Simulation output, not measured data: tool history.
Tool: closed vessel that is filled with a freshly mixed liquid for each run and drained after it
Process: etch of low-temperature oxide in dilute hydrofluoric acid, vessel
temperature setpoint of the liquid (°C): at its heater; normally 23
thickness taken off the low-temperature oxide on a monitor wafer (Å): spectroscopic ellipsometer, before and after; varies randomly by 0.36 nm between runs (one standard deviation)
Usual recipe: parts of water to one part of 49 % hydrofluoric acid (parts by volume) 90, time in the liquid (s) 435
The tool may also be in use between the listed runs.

run	hour	temperature setpoint of the liquid (°C)	parts of water to one part of 49 % hydrofluoric acid (parts by volume)	time in the liquid (s)	wafers since the last listed run	hours since the thermometer was replaced	hours since the hydrofluoric acid flow meter was replaced	hours since the gauge calibration	read-back film thickness of the low-temperature oxide reference wafer, read on the same gauge (nm)	thickness taken off the low-temperature oxide on a monitor wafer (Å)
1	0	23	90	435	0	260.3	573.8	1570.3	90.01	563.8
2	36.4	23	90	435	2216	296.7	610.2	1606.7	90	565.9
3	75.3	23	90	435	2368	335.6	649.1	1645.6	90.02	566
# hour 83.6: hydrofluoric acid flow meter replaced
4	166.6	23	90	435	5498	426.9	83	1736.9	90.01	564.1
5	228.6	23	55	290	3775	488.9	145	1798.9	89.99	641.8
6	304	23	55	290	4591	564.3	220.4	1874.3	90.01	640.2
7	349.5	23	55	290	2770	609.8	265.9	1919.8	90.01	641.6
8	389.4	23	90	435	2429	649.7	305.8	1959.7	90.02	559.9
9	467.6	23	90	435	4761	727.9	384	2037.9	89.99	556
10	509.1	23	90	435	2526	769.4	425.5	2079.4	90.01	561.7
11	649.9	23	110	645	8573	910.2	566.3	2220.2	89.99	665
12	731.3	23	90	435	4956	991.6	647.7	2301.6	90	565.6
13	811.5	23	90	210	4883	1071.8	727.9	2381.8	90.02	270.4
# hour 888.8: hydrofluoric acid flow meter replaced
14	920.5	21.5	60	615	6576	1180.8	31.7	2490.8	89.99	1161.7
15	992.6	21.5	55	435	4390	1252.9	103.8	2562.9	90	888.4
16	1082.4	19	65	345	5467	1342.7	193.6	2652.7	90.01	531.7
17	1171.6	23	90	435	5431	1431.9	282.8	2741.9	89.99	555.5
18	1225.5	19.5	45	575	3282	1485.8	336.7	2795.8	90	1331.8
19	1316.4	25.5	55	230	5534	1576.7	427.6	2886.7	89.97	550.4
# hour 1322.4: gauge calibrated
20	1410	20.5	90	360	5699	1670.3	521.2	87.6	90	413.3
21	1475.2	23	65	435	3970	1735.5	586.4	152.8	90	789.1
# hour 1519.8: thermometer replaced
# hour 1575.7: hydrofluoric acid flow meter replaced
22	1582.8	23	90	435	6430	63	7.1	260.4	89.98	567.3
23	1679.3	23	125	310	5875	159.5	103.6	356.9	90.01	279
24	1861.8	25	75	435	11112	342	286.1	539.4	89.98	740.7
25	1955.3	23	90	435	5693	435.5	379.6	632.9	89.97	564.6
26	2017.7	25.5	125	505	3799	497.9	442	695.3	90	498.2
27	2111	23	90	435	5681	591.2	535.3	788.6	90.02	567.6
28	2189.1	23	90	435	4755	669.3	613.4	866.7	90	557.8
# hour 2240.3: hydrofluoric acid flow meter replaced
29	2266	23	120	435	4621	746.2	25.7	943.6	89.99	408.3
30	2327.8	23	75	435	3763	808	87.5	1005.4	90.03	692
31	2560.1	23	55	290	14144	1040.3	319.8	1237.7	90	636.5
32	2628.6	23	90	435	4171	1108.8	388.3	1306.2	89.99	564.8

Below, some changes in thickness taken off the low-temperature oxide on a monitor wafer (Å) between adjacent runs. For each, the amount present without the hidden state too (settings, incoming material, random variation) and the amount remaining for the hidden state with gauge scatter not shared by both compared results:
The hidden state here: liquid colder than its thermometer reads (K); hydrofluoric acid flow below the setpoint (%); gauge reads high (%).
Run 13 -> 14: temperature setpoint of the liquid (°C) 23 -> 21.5, parts of water to one part of 49 % hydrofluoric acid (parts by volume) 90 -> 60, time in the liquid (s) 210 -> 615, hydrofluoric acid flow meter replaced. thickness taken off the low-temperature oxide on a monitor wafer (Å) +891.3: hidden state -21.2, all else +912.5.
Run 17 -> 18: temperature setpoint of the liquid (°C) 23 -> 19.5, parts of water to one part of 49 % hydrofluoric acid (parts by volume) 90 -> 45, time in the liquid (s) 435 -> 575. thickness taken off the low-temperature oxide on a monitor wafer (Å) +776.3: hidden state -24.1, all else +800.4.
Run 18 -> 19: temperature setpoint of the liquid (°C) 19.5 -> 25.5, parts of water to one part of 49 % hydrofluoric acid (parts by volume) 45 -> 55, time in the liquid (s) 575 -> 230. thickness taken off the low-temperature oxide on a monitor wafer (Å) -781.4: hidden state +22.8, all else -804.2.
Run 21 -> 22: parts of water to one part of 49 % hydrofluoric acid (parts by volume) 65 -> 90, thermometer replaced, hydrofluoric acid flow meter replaced. thickness taken off the low-temperature oxide on a monitor wafer (Å) -221.8: hidden state +24.6, all else -246.4.
